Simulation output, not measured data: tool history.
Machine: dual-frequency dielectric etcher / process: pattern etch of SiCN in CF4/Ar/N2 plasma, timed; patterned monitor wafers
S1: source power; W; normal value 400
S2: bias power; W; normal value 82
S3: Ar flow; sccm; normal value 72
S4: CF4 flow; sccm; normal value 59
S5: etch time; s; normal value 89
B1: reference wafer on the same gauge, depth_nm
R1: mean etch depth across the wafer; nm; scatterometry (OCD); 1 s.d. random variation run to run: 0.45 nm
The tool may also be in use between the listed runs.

Run 1, hour 0: usual settings; B1 68. Result: R1 80.7 nm.
Run 2, hour 10.6: usual settings; B1 67.9. Result: R1 81.9 nm.
Run 3, hour 25.6: usual settings but S3 84 sccm; B1 68. Result: R1 79.6 nm.
Run 4, hour 42.3: usual settings but S2 68 W, S4 52 sccm; B1 67.9. Result: R1 74.2 nm.
Run 5, hour 51.6: usual settings but S2 68 W, S4 52 sccm; B1 68. Result: R1 75.3 nm.
At hour 86.8: wet clean of the chamber.
At hour 90.5: Ar flow controller replaced.
Run 6, hour 91: usual settings but S2 68 W, S4 52 sccm; B1 68.1. Result: R1 70.3 nm.
Run 7, hour 91.4: usual settings but S5 81.5 s; B1 68.1. Result: R1 70.5 nm.
Run 8, hour 91.7: usual settings but S1 460 W; B1 68.1. Result: R1 89.3 nm.
At hour 96.6: source power generator calibrated.
Run 9, hour 101: usual settings but S4 67 sccm; B1 68. Result: R1 80.5 nm.
At hour 112.9: CF4 flow controller replaced.
At hour 135.1: upper electrode replaced.
At hour 137.3: bias power generator calibrated.
Run 10, hour 137.8: usual settings but S2 73 W; B1 68.1. Result: R1 75.4 nm.
Run 11, hour 138.2: usual settings but S1 370 W, S2 101 W; B1 68. Result: R1 76.5 nm.
Run 12, hour 138.5: usual settings but S1 320 W, S2 71 W, S3 82 sccm, S5 77.5 s; B1 68.1. Result: R1 50 nm.
Run 13, hour 146.4: usual settings but S4 69 sccm; B1 68. Result: R1 80.4 nm.
Run 14, hour 155.6: usual settings but S1 430 W, S3 87 sccm; B1 68. Result: R1 82.5 nm.
At hour 164.4: gauge calibrated.
Run 15, hour 166.4: usual settings but S4 69 sccm; B1 68.1. Result: R1 81.3 nm.
Run 16, hour 183.4: usual settings but S1 430 W, S2 101 W; B1 68. Result: R1 90.5 nm.
Run 17, hour 193.5: usual settings but S1 480 W, S2 91 W, S3 57 sccm, S5 75.5 s; B1 68. Result: R1 85 nm.
Run 18, hour 202: usual settings but S1 320 W, S2 71 W, S3 82 sccm, S5 77.5 s; B1 68. Result: R1 50.6 nm.
Run 19, hour 216.3: usual settings but S1 300 W, S3 87 sccm, S4 68 sccm; B1 68. Result: R1 58 nm.
Run 20, hour 223.2: usual settings but S1 360 W, S3 80 sccm, S5 112.5 s; B1 68. Result: R1 88.4 nm.

Consider 5 possible next runs. They are alternatives, not a sequence: every one starts from the tool as it was left by run 20. What does each give?
Run A, hour 223.6: usual settings; B1 ?. Result: R1 ?.
Run B, hour 223.6: usual settings but S1 470 W, S3 86 sccm, S5 81 s; B1 ?. Result: R1 ?.
Run C, hour 223.6: usual settings but S1 470 W, S2 69 W, S3 78 sccm, S5 99.5 s; B1 ?. Result: R1 ?.
Run D, hour 223.6: usual settings but S2 88 W, S4 47 sccm, S5 82 s; B1 ?. Result: R1 ?.
Run E, hour 223.6: usual settings but S2 91 W, S4 67 sccm; B1 ?. Result: R1 ?.

run  B1    R1
  A  68    78
  B  68  82.5
  C  68  96.6
  D  68  70.2
  E  68  82.8
The same runs, with their run-to-run variation unchanged, on a tool lacking any hidden condition would have given:
run    R1
  A  76.8
  B  81.2
  C    95
  D  69.1
  E  81.5

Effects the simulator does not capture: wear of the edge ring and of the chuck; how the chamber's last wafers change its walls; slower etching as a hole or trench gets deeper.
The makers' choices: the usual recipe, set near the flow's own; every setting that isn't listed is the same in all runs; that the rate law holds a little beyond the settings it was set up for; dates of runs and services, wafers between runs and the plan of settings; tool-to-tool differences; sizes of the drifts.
